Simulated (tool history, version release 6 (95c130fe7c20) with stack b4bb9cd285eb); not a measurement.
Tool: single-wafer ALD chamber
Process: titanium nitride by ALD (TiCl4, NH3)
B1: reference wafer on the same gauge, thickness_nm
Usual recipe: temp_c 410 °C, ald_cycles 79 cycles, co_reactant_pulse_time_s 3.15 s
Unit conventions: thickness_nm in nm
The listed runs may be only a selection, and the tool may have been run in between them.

Run 1, day 0: usual settings but ald_cycles 68 cycles; B1 1.52. Result: thickness_nm 1.548 nm.
Run 2, day 0.646: usual settings but ald_cycles 67 cycles; B1 1.521. Result: thickness_nm 1.525 nm.
Run 3, day 1.788: usual settings but ald_cycles 67 cycles; B1 1.521. Result: thickness_nm 1.528 nm.
Run 4, day 3.192: usual settings but ald_cycles 67 cycles; B1 1.52. Result: thickness_nm 1.525 nm.
Run 5, day 4.542: usual settings; B1 1.519. Result: thickness_nm 1.794 nm.
Run 6, day 5.217: usual settings; B1 1.52. Result: thickness_nm 1.803 nm.
Run 7, day 6.367: usual settings but temp_c 420 °C; B1 1.52. Result: thickness_nm 1.81 nm.
Run 8, day 7.508: usual settings but temp_c 420 °C; B1 1.52. Result: thickness_nm 1.803 nm.
Run 9, day 8.392: usual settings but temp_c 413 °C; B1 1.521. Result: thickness_nm 1.8 nm.
Run 10, day 8.962: usual settings; B1 1.52. Result: thickness_nm 1.8 nm.
Run 11, day 10.396: usual settings; B1 1.52. Result: thickness_nm 1.797 nm.
Run 12, day 11.108: usual settings; B1 1.52. Result: thickness_nm 1.801 nm.
Run 13, day 11.8: usual settings; B1 1.52. Result: thickness_nm 1.797 nm.
Run 14, day 12.646: usual settings but ald_cycles 87 cycles; B1 1.52. Result: thickness_nm 1.987 nm.
Run 15, day 13.808: usual settings but ald_cycles 87 cycles; B1 1.52. Result: thickness_nm 1.982 nm.
Run 16, day 14.446: usual settings; B1 1.519. Result: thickness_nm 1.8 nm.
Run 17, day 15.796: usual settings; B1 1.52. Result: thickness_nm 1.794 nm.
Run 18, day 16.346: usual settings; B1 1.52. Result: thickness_nm 1.802 nm.
At day 16.842: gauge calibrated.
Run 19, day 16.85: usual settings but ald_cycles 94 cycles, co_reactant_pulse_time_s 3.71 s; B1 1.52. Result: thickness_nm 2.155 nm.
Run 20, day 18.167: usual settings but co_reactant_pulse_time_s 2.55 s; B1 1.521. Result: thickness_nm 1.784 nm.
Run 21, day 19.596: usual settings but ald_cycles 66 cycles; B1 1.519. Result: thickness_nm 1.503 nm.
Run 22, day 20.104: usual settings but temp_c 403 °C; B1 1.52. Result: thickness_nm 1.793 nm.
Run 23, day 21.358: usual settings but temp_c 395 °C; B1 1.52. Result: thickness_nm 1.791 nm.
Run 24, day 22.196: usual settings; B1 1.521. Result: thickness_nm 1.802 nm.
Run 25, day 23.479: usual settings but co_reactant_pulse_time_s 4.15 s; B1 1.52. Result: thickness_nm 1.814 nm.
At day 23.883: showerhead replaced.
At day 24.208: thermocouple changed; heater temperature recalibrated.
Run 26, day 24.404: usual settings but temp_c 422 °C, co_reactant_pulse_time_s 3.47 s; B1 1.52. Result: thickness_nm 1.811 nm.
Run 27, day 25.879: usual settings but temp_c 406 °C, ald_cycles 87 cycles; B1 1.52. Result: thickness_nm 1.978 nm.
Run 28, day 26.562: usual settings but temp_c 399 °C, ald_cycles 87 cycles, co_reactant_pulse_time_s 2.32 s; B1 1.52. Result: thickness_nm 1.952 nm.
Run 29, day 27.375: usual settings but co_reactant_pulse_time_s 3.54 s; B1 1.519. Result: thickness_nm 1.804 nm.
Run 30, day 28.412: usual settings but co_reactant_pulse_time_s 3.58 s; B1 1.519. Result: thickness_nm 1.8 nm.
Run 31, day 29.346: usual settings but ald_cycles 85 cycles; B1 1.52. Result: thickness_nm 1.937 nm.
Run 32, day 29.942: usual settings; B1 1.52. Result: thickness_nm 1.805 nm.
Run 33, day 30.542: usual settings but temp_c 398 °C; B1 1.521. Result: thickness_nm 1.798 nm.
Run 34, day 31.45: usual settings but temp_c 421 °C, ald_cycles 67 cycles, co_reactant_pulse_time_s 2.76 s; B1 1.521. Result: thickness_nm 1.528 nm.
Run 35, day 32.817: usual settings but temp_c 397 °C, ald_cycles 70 cycles, co_reactant_pulse_time_s 2.59 s; B1 1.52. Result: thickness_nm 1.578 nm.
Run 36, day 34.271: usual settings but temp_c 399 °C, ald_cycles 83 cycles, co_reactant_pulse_time_s 2.64 s; B1 1.521. Result: thickness_nm 1.87 nm.
Run 37, day 35.479: usual settings but co_reactant_pulse_time_s 1.92 s; B1 1.52. Result: thickness_nm 1.774 nm.
Run 38, day 36.712: usual settings but temp_c 417 °C, ald_cycles 66 cycles; B1 1.52. Result: thickness_nm 1.498 nm.
Run 39, day 37.638: usual settings; B1 1.52. Result: thickness_nm 1.8 nm.

For each run, what was the tool's unlogged condition?
wafer temperature above the value expected at the setpoint (K): 0, the same for each run
gauge reads high (%): 0, the same for each run
